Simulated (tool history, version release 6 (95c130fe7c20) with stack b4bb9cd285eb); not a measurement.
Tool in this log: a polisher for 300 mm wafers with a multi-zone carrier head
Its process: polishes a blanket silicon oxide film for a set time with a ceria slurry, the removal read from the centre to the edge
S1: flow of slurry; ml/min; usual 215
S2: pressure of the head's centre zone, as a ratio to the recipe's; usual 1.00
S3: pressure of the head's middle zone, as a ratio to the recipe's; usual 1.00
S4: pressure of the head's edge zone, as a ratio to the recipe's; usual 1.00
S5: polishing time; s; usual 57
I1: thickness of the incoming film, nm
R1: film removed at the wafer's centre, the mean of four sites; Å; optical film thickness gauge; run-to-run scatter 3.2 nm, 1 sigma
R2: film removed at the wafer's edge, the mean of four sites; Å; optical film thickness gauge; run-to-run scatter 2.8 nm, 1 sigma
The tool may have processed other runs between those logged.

Run 1, hour 0.0: usual settings; I1 907.6. Result: R1 2851 Å, R2 2777 Å.
Run 2, hour 11.7: usual settings but S2 0.97; I1 907.1. Result: R1 2676 Å, R2 2736 Å.
Run 3, hour 23.6: usual settings but S2 0.97; I1 931.9. Result: R1 2707 Å, R2 2710 Å.
Run 4, hour 30.5: usual settings; I1 912.8. Result: R1 2783 Å, R2 2695 Å.
Run 5, hour 46.7: usual settings; I1 906.6. Result: R1 2722 Å, R2 2633 Å.
Run 6, hour 60.9: usual settings; I1 920.7. Result: R1 2865 Å, R2 2785 Å.
Run 7, hour 61.7: usual settings; I1 908.6. Result: R1 2889 Å, R2 2817 Å.
Run 8, hour 76.9: usual settings; I1 904.9. Result: R1 2841 Å, R2 2782 Å.
Run 9, hour 93.3: usual settings but S1 160 ml/min, S4 0.93; I1 927.4. Result: R1 2720 Å, R2 2597 Å.
Run 10, hour 99.6: usual settings; I1 929.6. Result: R1 2831 Å, R2 2787 Å.
Run 11, hour 110.7: usual settings; I1 919.5. Result: R1 2808 Å, R2 2751 Å.
Run 12, hour 126.7: usual settings but S1 195 ml/min, S2 0.94; I1 906.7. Result: R1 2514 Å, R2 2631 Å.
Run 13, hour 169.0: usual settings but S3 1.04, S4 1.08; I1 916.0. Result: R1 2864 Å, R2 2910 Å.
Run 14, hour 176.3: usual settings but S4 1.06; I1 909.8. Result: R1 2842 Å, R2 2852 Å.
Run 15, hour 184.4: usual settings but S1 155 ml/min, S2 1.10; I1 927.9. Result: R1 3056 Å, R2 2699 Å.
Run 16, hour 190.7: usual settings but S2 0.95, S3 0.92, S4 0.90; I1 918.2. Result: R1 2690 Å, R2 2663 Å.

Removed from this log: 6 entries logged between the listed runs. Between which two listed runs does each belong, and how does the tool's hidden state at the listed run before it compare with that at the listed run after it?
Between runs 5 and 6: carrier head's membrane replaced by a new one (hour 58.7); worn pad replaced by a new one (hour 60.4)
  removal rate lost through wear of the pad, %: 5.98 -> 0.0837
  what was measured, less what the result would be without the hidden state, R1: -173 -> -2 Å; R2: -167 -> -2 Å
Between runs 10 and 11: slurry nozzle cleaned (hour 105.1); centre zone pressure recalibrated (hour 109.5)
  removal rate lost through wear of the pad, %: 1.37 -> 2.2
  what was measured, less what the result would be without the hidden state, R1: -39 -> -63 Å; R2: -39 -> -61 Å
Between runs 12 and 13: edge zone pressure recalibrated (hour 144.0); worn pad replaced by a new one (hour 168.5)
  removal rate lost through wear of the pad, %: 3.75 -> 0.398
  what was measured, less what the result would be without the hidden state, R1: -98 -> -12 Å; R2: -102 -> -11 Å
